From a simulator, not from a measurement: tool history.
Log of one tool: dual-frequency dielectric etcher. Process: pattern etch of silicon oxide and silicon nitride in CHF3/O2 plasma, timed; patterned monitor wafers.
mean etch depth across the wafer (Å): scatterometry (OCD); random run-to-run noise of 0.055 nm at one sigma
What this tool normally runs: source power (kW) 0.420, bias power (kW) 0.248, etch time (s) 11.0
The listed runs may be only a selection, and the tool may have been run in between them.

| run | hour | source power (kW) | bias power (kW) | etch time (s) | wafers since the last listed run | hours since the last wet clean | hours since the last source power generator calibration | hours since the last bias power generator calibration | hours since the last upper electrode change | hours since the gauge calibration | read-back reference wafer on the same gauge, depth_nm | mean etch depth across the wafer (Å) |
|---|---|---|---|---|---|---|---|---|---|---|---|---|
| 1 | 0.0 | 0.460 | 0.248 | 11.0 | 0 | 560.5 | 2402.0 | 3558.9 | 3989.0 | 1738.8 | 17.59 | 160.9 |
| 2 | 70.6 | 0.420 | 0.248 | 11.0 | 820 | 631.1 | 2472.6 | 3629.5 | 4059.6 | 1809.4 | 17.58 | 155.5 |
|  | 141.8 | wet clean of the chamber |
| 3 | 169.1 | 0.420 | 0.248 | 11.0 | 865 | 27.3 | 2571.1 | 3728.0 | 4158.1 | 1907.9 | 17.60 | 159.9 |
|  | 269.9 | source power generator calibrated |
|  | 270.7 | upper electrode replaced |
| 4 | 271.2 | 0.420 | 0.248 | 11.0 | 1130 | 129.4 | 1.3 | 3830.1 | 0.5 | 2010.0 | 17.59 | 161.6 |
| 5 | 361.4 | 0.420 | 0.219 | 11.0 | 1048 | 219.6 | 91.5 | 3920.3 | 90.7 | 2100.2 | 17.61 | 154.1 |
| 6 | 398.2 | 0.420 | 0.219 | 11.0 | 427 | 256.4 | 128.3 | 3957.1 | 127.5 | 2137.0 | 17.60 | 153.4 |
| 7 | 434.7 | 0.420 | 0.219 | 11.0 | 424 | 292.9 | 164.8 | 3993.6 | 164.0 | 2173.5 | 17.59 | 153.5 |
| 8 | 534.0 | 0.420 | 0.248 | 8.5 | 1153 | 392.2 | 264.1 | 4092.9 | 263.3 | 2272.8 | 17.60 | 123.3 |
| 9 | 573.4 | 0.420 | 0.248 | 8.5 | 457 | 431.6 | 303.5 | 4132.3 | 302.7 | 2312.2 | 17.60 | 122.6 |
| 10 | 612.4 | 0.420 | 0.248 | 8.5 | 453 | 470.6 | 342.5 | 4171.3 | 341.7 | 2351.2 | 17.59 | 122.6 |
| 11 | 652.2 | 0.420 | 0.248 | 11.0 | 462 | 510.4 | 382.3 | 4211.1 | 381.5 | 2391.0 | 17.60 | 158.2 |
|  | 746.0 | bias power generator calibrated |
| 12 | 752.5 | 0.380 | 0.225 | 8.5 | 1118 | 610.7 | 482.6 | 6.5 | 481.8 | 2491.3 | 17.61 | 114.7 |
| 13 | 851.3 | 0.340 | 0.277 | 13.5 | 1147 | 709.5 | 581.4 | 105.3 | 580.6 | 2590.1 | 17.59 | 188.2 |
|  | 882.8 | wet clean of the chamber |
| 14 | 944.3 | 0.420 | 0.248 | 11.0 | 801 | 61.5 | 674.4 | 198.3 | 673.6 | 2683.1 | 17.59 | 160.5 |
| 15 | 994.6 | 0.450 | 0.267 | 8.5 | 584 | 111.8 | 724.7 | 248.6 | 723.9 | 2733.4 | 17.61 | 130.4 |
| 16 | 1059.8 | 0.420 | 0.248 | 10.0 | 757 | 177.0 | 789.9 | 313.8 | 789.1 | 2798.6 | 17.60 | 146.0 |
|  | 1299.6 | gauge calibrated |
| 17 | 1338.4 | 0.330 | 0.279 | 11.0 | 3237 | 455.6 | 1068.5 | 592.4 | 1067.7 | 38.8 | 17.59 | 152.1 |
| 18 | 1384.8 | 0.420 | 0.209 | 11.0 | 539 | 502.0 | 1114.9 | 638.8 | 1114.1 | 85.2 | 17.60 | 150.2 |
| 19 | 1441.8 | 0.420 | 0.248 | 11.0 | 662 | 559.0 | 1171.9 | 695.8 | 1171.1 | 142.2 | 17.60 | 157.3 |
|  | 1530.0 | wet clean of the chamber |
| 20 | 1530.5 | 0.420 | 0.248 | 11.0 | 751 | 0.5 | 1260.6 | 784.5 | 1259.8 | 230.9 | 17.61 | 160.4 |
| 21 | 1573.0 | 0.480 | 0.248 | 8.5 | 493 | 43.0 | 1303.1 | 827.0 | 1302.3 | 273.4 | 17.58 | 129.3 |
| 22 | 1646.5 | 0.350 | 0.264 | 11.0 | 854 | 116.5 | 1376.6 | 900.5 | 1375.8 | 346.9 | 17.61 | 153.5 |
| 23 | 1922.7 | 0.380 | 0.210 | 14.5 | 3209 | 392.7 | 1652.8 | 1176.7 | 1652.0 | 623.1 | 17.60 | 190.2 |
| 24 | 1999.6 | 0.420 | 0.248 | 9.5 | 893 | 469.6 | 1729.7 | 1253.6 | 1728.9 | 700.0 | 17.61 | 135.9 |
| 25 | 2083.0 | 0.420 | 0.248 | 11.0 | 969 | 553.0 | 1813.1 | 1337.0 | 1812.3 | 783.4 | 17.59 | 156.7 |
| 26 | 2128.4 | 0.340 | 0.277 | 13.5 | 527 | 598.4 | 1858.5 | 1382.4 | 1857.7 | 828.8 | 17.60 | 186.5 |
|  | 2200.0 | wet clean of the chamber |
| 27 | 2204.1 | 0.500 | 0.210 | 12.5 | 600 | 4.1 | 1934.2 | 1458.1 | 1933.4 | 904.5 | 17.60 | 183.0 |
| 28 | 2289.6 | 0.380 | 0.248 | 9.5 | 993 | 89.6 | 2019.7 | 1543.6 | 2018.9 | 990.0 | 17.59 | 132.8 |
| 29 | 2356.8 | 0.420 | 0.248 | 11.0 | 780 | 156.8 | 2086.9 | 1610.8 | 2086.1 | 1057.2 | 17.60 | 159.0 |
| 30 | 2397.3 | 0.450 | 0.191 | 8.5 | 470 | 197.3 | 2127.4 | 1651.3 | 2126.6 | 1097.7 | 17.61 | 115.6 |

How the hidden state differs across the entries between the runs, from the last listed run before each to the first after it:
In the gap between runs 2 and 3: wet clean of the chamber (hour 141.8)
  etch rate over this chamber's usual, %: -2.14 -> 0.0324; source power that arrives over what is set, %: -3.72 -> -4.01
  measured minus no-state result, mean etch depth across the wafer (Å): -5.4 -> -2.1
In the gap between runs 3 and 4: source power generator calibrated (hour 269.9); upper electrode replaced (hour 270.7)
  etch rate over this chamber's usual, %: 0.0324 -> -0.276; source power that arrives over what is set, %: -4.01 -> -0.049
  measured minus no-state result, mean etch depth across the wafer (Å): -2.1 -> -0.5
In the gap between runs 11 and 12: bias power generator calibrated (hour 746.0)
  etch rate over this chamber's usual, %: -1.43 -> -1.73; source power that arrives over what is set, %: -0.135 -> -0.186
  measured minus no-state result, mean etch depth across the wafer (Å): -2.4 -> -2.1
In the gap between runs 13 and 14: wet clean of the chamber (hour 882.8)
  etch rate over this chamber's usual, %: -2.03 -> -0.118; source power that arrives over what is set, %: -0.247 -> -0.316
  measured minus no-state result, mean etch depth across the wafer (Å): -4.0 -> -0.3
In the gap between runs 16 and 17: gauge calibrated (hour 1299.6)
  etch rate over this chamber's usual, %: -0.467 -> -1.31; source power that arrives over what is set, %: -0.415 -> -0.719
  measured minus no-state result, mean etch depth across the wafer (Å): -0.9 -> -2.4
In the gap between runs 19 and 20: wet clean of the chamber (hour 1530.0)
  etch rate over this chamber's usual, %: -1.62 -> -0.305; source power that arrives over what is set, %: -0.855 -> -0.982
  measured minus no-state result, mean etch depth across the wafer (Å): -3.1 -> -1.0
In the gap between runs 26 and 27: wet clean of the chamber (hour 2200.0)
  etch rate over this chamber's usual, %: -2.11 -> 0.0675; source power that arrives over what is set, %: -2.08 -> -2.25
  measured minus no-state result, mean etch depth across the wafer (Å): -5.4 -> -1.3
